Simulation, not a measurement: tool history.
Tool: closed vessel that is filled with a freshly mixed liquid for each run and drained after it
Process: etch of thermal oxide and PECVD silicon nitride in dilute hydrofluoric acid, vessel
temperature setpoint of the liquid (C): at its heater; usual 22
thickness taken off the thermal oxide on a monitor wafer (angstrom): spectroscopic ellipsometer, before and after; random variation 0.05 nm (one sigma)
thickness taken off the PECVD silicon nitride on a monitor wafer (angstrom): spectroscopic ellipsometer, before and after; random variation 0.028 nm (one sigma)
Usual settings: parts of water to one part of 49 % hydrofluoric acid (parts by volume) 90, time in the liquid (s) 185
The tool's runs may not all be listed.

run	day	temperature setpoint of the liquid (C)	parts of water to one part of 49 % hydrofluoric acid (parts by volume)	time in the liquid (s)	read-back film thickness of the thermal oxide reference wafer, read on the same gauge (nm)	read-back film thickness of the PECVD silicon nitride reference wafer, read on the same gauge (nm)	thickness taken off the thermal oxide on a monitor wafer (angstrom)	thickness taken off the PECVD silicon nitride on a monitor wafer (angstrom)
1	0	22	90	185	130.02	119.959	74.2	33.99
2	0.771	22	80	185	129.99	120.031	85.2	39.04
3	1.729	22	80	185	130.01	119.994	85	38.45
4	2.346	22	70	160	130	120.039	85.8	38.35
# day 3.012: gauge calibrated
5	3.379	22	90	135	130.01	119.939	54.6	25.13
6	4.508	22	90	135	130.01	120.009	54.2	25.36
# day 5.112: thermometer replaced
7	5.579	22	90	135	130	119.985	49.7	21.83
8	6.612	22	70	185	130.02	120.029	89.1	37.49
9	7.783	22	70	185	129.98	119.992	90.3	37.93
10	8.375	22	90	185	130.01	120.003	67.8	29.75
11	8.925	26	75	185	130.02	120.005	97.1	45.82
# day 9.725: hydrofluoric acid flow meter replaced
12	10.367	17.5	115	135	130.01	120.006	36.6	14.16
13	11.675	22	90	185	129.99	120.029	78.6	33.7
14	12.417	17.5	90	115	129.99	120.015	40.4	15.49
15	13.829	22	110	110	130	119.978	37.2	16.61
16	14.446	22	90	185	130	120.003	78.3	34.4
17	15.717	24	60	90	129.99	120.025	63.9	28.31
18	16.588	22	90	185	130	120.035	79	34.43
19	17.712	22	70	245	130.01	120.061	138.8	57.5
20	18.767	17.5	65	220	130	120.008	110.5	41.27
21	19.667	22	90	90	130	120.013	38.1	16.5

Run 22 comes next. What will it give?
22	21.088	22	90	185	?	?	?	?

Run 22 gave read-back film thickness of the thermal oxide reference wafer, read on the same gauge (nm) 129.99, read-back film thickness of the PECVD silicon nitride reference wafer, read on the same gauge (nm) 120.048, thickness taken off the thermal oxide on a monitor wafer (angstrom) 78.2, thickness taken off the PECVD silicon nitride on a monitor wafer (angstrom) 33.93.
Without the tool's hidden state the same run would have given thickness taken off the thermal oxide on a monitor wafer (angstrom) 77.1, thickness taken off the PECVD silicon nitride on a monitor wafer (angstrom) 32.49.

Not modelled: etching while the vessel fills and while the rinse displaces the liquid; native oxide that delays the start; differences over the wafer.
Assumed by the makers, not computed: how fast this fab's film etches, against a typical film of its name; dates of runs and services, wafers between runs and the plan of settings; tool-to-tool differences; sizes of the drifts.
